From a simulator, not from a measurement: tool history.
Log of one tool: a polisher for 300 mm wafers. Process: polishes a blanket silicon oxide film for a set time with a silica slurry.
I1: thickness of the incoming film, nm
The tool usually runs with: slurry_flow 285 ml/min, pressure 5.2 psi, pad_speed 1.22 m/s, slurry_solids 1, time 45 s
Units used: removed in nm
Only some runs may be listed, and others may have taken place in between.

Run 1, day 0: usual settings; I1 815.3. Result: removed 201.9 nm.
Run 2, day 4.283: usual settings; I1 816.6. Result: removed 199.9 nm.
Run 3, day 6.292: usual settings; I1 836.2. Result: removed 200.1 nm.
At day 8.862: conditioning disc replaced and pad reconditioned.
Run 4, day 8.992: usual settings; I1 818.1. Result: removed 199.7 nm.
Run 5, day 11.788: usual settings; I1 834.9. Result: removed 195.7 nm.
At day 12.458: worn pad replaced by a new one.
At day 13.438: slurry nozzle cleaned.
Run 6, day 14.488: usual settings; I1 816.2. Result: removed 207.5 nm.
At day 17.425: slurry blender recalibrated.
At day 23.821: head pressure recalibrated.
Run 7, day 27.975: usual settings; I1 822.9. Result: removed 198.9 nm.
Run 8, day 31.883: usual settings but slurry_flow 310 ml/min; I1 817.3. Result: removed 199.2 nm.
At day 32.85: conditioning disc replaced and pad reconditioned.
Run 9, day 33.983: usual settings but pad_speed 1.36 m/s, slurry_solids 1.25; I1 827.2. Result: removed 233.8 nm.
At day 36.138: worn pad replaced by a new one.
Run 10, day 38.258: usual settings; I1 827. Result: removed 207.4 nm.
Run 11, day 41.033: usual settings but slurry_flow 205 ml/min, pad_speed 1.34 m/s; I1 822.3. Result: removed 206.3 nm.
At day 41.754: slurry blender recalibrated.
Run 12, day 45.217: usual settings but slurry_flow 315 ml/min, pad_speed 0.94 m/s, slurry_solids 1.1; I1 827.6. Result: removed 191.4 nm.
At day 47.462: slurry nozzle cleaned.
Run 13, day 48.033: usual settings but pressure 6 psi, pad_speed 1.5 m/s, time 60 s; I1 832.7. Result: removed 347.2 nm.
Run 14, day 51.742: usual settings but slurry_solids 1.1; I1 805.8. Result: removed 211.9 nm.
At day 55.733: conditioning disc replaced and pad reconditioned.
Run 15, day 56.075: usual settings; I1 815.2. Result: removed 194.9 nm.
Run 16, day 58.025: usual settings but time 53 s; I1 819.9. Result: removed 225.6 nm.
At day 60.588: worn pad replaced by a new one.
Run 17, day 61.938: usual settings; I1 822.9. Result: removed 204.2 nm.
At day 63.967: head pressure recalibrated.
Run 18, day 64.167: usual settings but slurry_flow 240 ml/min, pressure 3.5 psi, pad_speed 0.8 m/s; I1 812.5. Result: removed 108.9 nm.
At day 65.092: slurry blender recalibrated.
Run 19, day 66.046: usual settings but pad_speed 1.1 m/s; I1 817.4. Result: removed 191.9 nm.
Run 20, day 69.229: usual settings but pad_speed 0.82 m/s, slurry_solids 1.25, time 40 s; I1 821.8. Result: removed 166.5 nm.
Run 21, day 72.908: usual settings; I1 835.8. Result: removed 201.9 nm.
At day 76.5: slurry nozzle cleaned.
Run 22, day 77.25: usual settings but slurry_flow 255 ml/min, pressure 4.2 psi, pad_speed 1.46 m/s; I1 822.3. Result: removed 176 nm.
At day 78.204: conditioning disc replaced and pad reconditioned.
Run 23, day 79.1: usual settings but time 30 s; I1 830.4. Result: removed 129.7 nm.
At day 81.129: worn pad replaced by a new one.
Run 24, day 83.2: usual settings but pressure 6.9 psi, time 32 s; I1 824.9. Result: removed 196.9 nm.

5 ways to go on from here, each from the tool as it stands after run 24. What would each give?
Run A, day 83.217: usual settings; I1 817.7. Result: removed ?.
Run B, day 83.217: usual settings but slurry_flow 325 ml/min, pressure 6.6 psi, pad_speed 1.42 m/s, slurry_solids 0.9; I1 817.7. Result: removed ?.
Run C, day 83.217: usual settings but pad_speed 0.98 m/s, slurry_solids 1.1, time 52 s; I1 817.7. Result: removed ?.
Run D, day 83.217: usual settings but slurry_flow 190 ml/min, pad_speed 1.34 m/s; I1 817.7. Result: removed ?.
Run E, day 83.217: usual settings but time 36 s; I1 817.7. Result: removed ?.

run  removed
  A      206
  B    267.7
  C    225.3
  D    207.8
  E    164.8
With the hidden condition removed and each run's random variation left untouched, the same runs would have given:
run  removed
  A    206.9
  B    268.9
  C    226.3
  D    208.8
  E    165.6
